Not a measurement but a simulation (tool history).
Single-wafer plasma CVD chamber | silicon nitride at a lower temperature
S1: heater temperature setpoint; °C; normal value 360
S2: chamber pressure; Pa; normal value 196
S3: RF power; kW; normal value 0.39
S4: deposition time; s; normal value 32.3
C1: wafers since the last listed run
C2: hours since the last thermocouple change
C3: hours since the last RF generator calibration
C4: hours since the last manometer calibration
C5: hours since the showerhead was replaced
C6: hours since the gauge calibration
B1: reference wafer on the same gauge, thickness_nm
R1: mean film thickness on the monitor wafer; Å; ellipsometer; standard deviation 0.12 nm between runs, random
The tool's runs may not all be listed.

run,hour,S1,S2,S3,S4,C1,C2,C3,C4,C5,C6,B1,R1
1,0,360,196,0.39,32.3,0,2193.1,1688.6,1997.4,5909.6,671.1,50.727,463.77
# hour 54: thermocouple changed; heater temperature recalibrated
2,54.5,360,196,0.39,32.3,691,0.5,1743.1,2051.9,5964.1,725.6,50.673,460.68
3,114.9,360,196,0.39,32.3,897,60.9,1803.5,2112.3,6024.5,786,50.621,459.2
4,210.1,360,196,0.39,32.3,1415,156.1,1898.7,2207.5,6119.7,881.2,50.588,463.81
5,317,360,196,0.39,32.3,1589,263,2005.6,2314.4,6226.6,988.1,50.523,461.13
6,377,360,196,0.39,32.3,892,323,2065.6,2374.4,6286.6,1048.1,50.54,461.22
# hour 424.9: showerhead replaced
7,470.6,360,196,0.39,32.3,1272,416.6,2159.2,2468,45.7,1141.7,50.393,458.96
8,543.8,360,196,0.39,32.3,1088,489.8,2232.4,2541.2,118.9,1214.9,50.391,460.36
# hour 591.5: RF generator calibrated
# hour 593: capacitance manometer re-zeroed and calibrated
9,705.9,360,196,0.41,34.7,2268,651.9,114.4,112.9,281,1377,50.473,502.91
10,813.6,364,196,0.39,32.3,1601,759.6,222.1,220.6,388.7,1484.7,50.373,458.97
11,912,360,196,0.39,32.3,1462,858,320.5,319,487.1,1583.1,50.31,459.59
12,1007.9,360,196,0.39,32.3,1425,953.9,416.4,414.9,583,1679,50.333,457.37
13,1066.2,360,231,0.39,30.8,866,1012.2,474.7,473.2,641.3,1737.3,50.319,454.67
14,1154.5,373,196,0.445,32.3,1312,1100.5,563,561.5,729.6,1825.6,50.307,484.17
15,1194.8,367,244,0.39,32.3,599,1140.8,603.3,601.8,769.9,1865.9,50.322,481.11
16,1246.9,360,196,0.39,32.3,774,1192.9,655.4,653.9,822,1918,50.264,459.32
17,1292.2,360,196,0.39,32.3,673,1238.2,700.7,699.2,867.3,1963.3,50.301,460.21
# hour 1303.8: gauge calibrated
18,1372.3,368,240,0.39,30.7,1190,1318.3,780.8,779.3,947.4,68.5,51.502,466.66
19,1453.2,374,219,0.39,38,1202,1399.2,861.7,860.2,1028.3,149.4,51.271,560.69
20,1513.7,360,196,0.39,32.3,899,1459.7,922.2,920.7,1088.8,209.9,51.225,469.32
21,1565.4,360,196,0.39,26.2,768,1511.4,973.9,972.4,1140.5,261.6,51.151,377.82
22,1626.7,364,216,0.39,32.3,911,1572.7,1035.2,1033.7,1201.8,322.9,51.049,474.82
23,1720.4,360,196,0.39,34.7,1393,1666.4,1128.9,1127.4,1295.5,416.6,50.95,497.52
24,1819.4,360,163,0.335,32.3,1471,1765.4,1227.9,1226.4,1394.5,515.6,50.787,411.58
25,1890.9,354,196,0.445,32.3,1062,1836.9,1299.4,1297.9,1466,587.1,50.742,494.27
26,1976.4,368,151,0.465,32.3,1271,1922.4,1384.9,1383.4,1551.5,672.6,50.671,471.34
27,2032.7,351,196,0.415,32.3,837,1978.7,1441.2,1439.7,1607.8,728.9,50.612,477.7

Run by run, hidden condition taken away, random variation retained:
Hidden state at play: wafer temperature above the value expected at the setpoint (K); delivered RF power above the setpoint (%); true pressure above the setpoint (%); gauge reads high (%).
run,R1
1,471.51
2,468.77
3,467.67
4,472.95
5,470.76
6,471.13
7,469.19
8,470.88
9,514.92
10,470.19
11,471.03
12,468.92
13,466.24
14,496.62
15,493.53
16,471.24
17,472.2
18,467.71
19,563.73
20,472.86
21,381.3
22,480.06
23,504.25
24,418.07
25,502.78
26,480.17
27,487.09
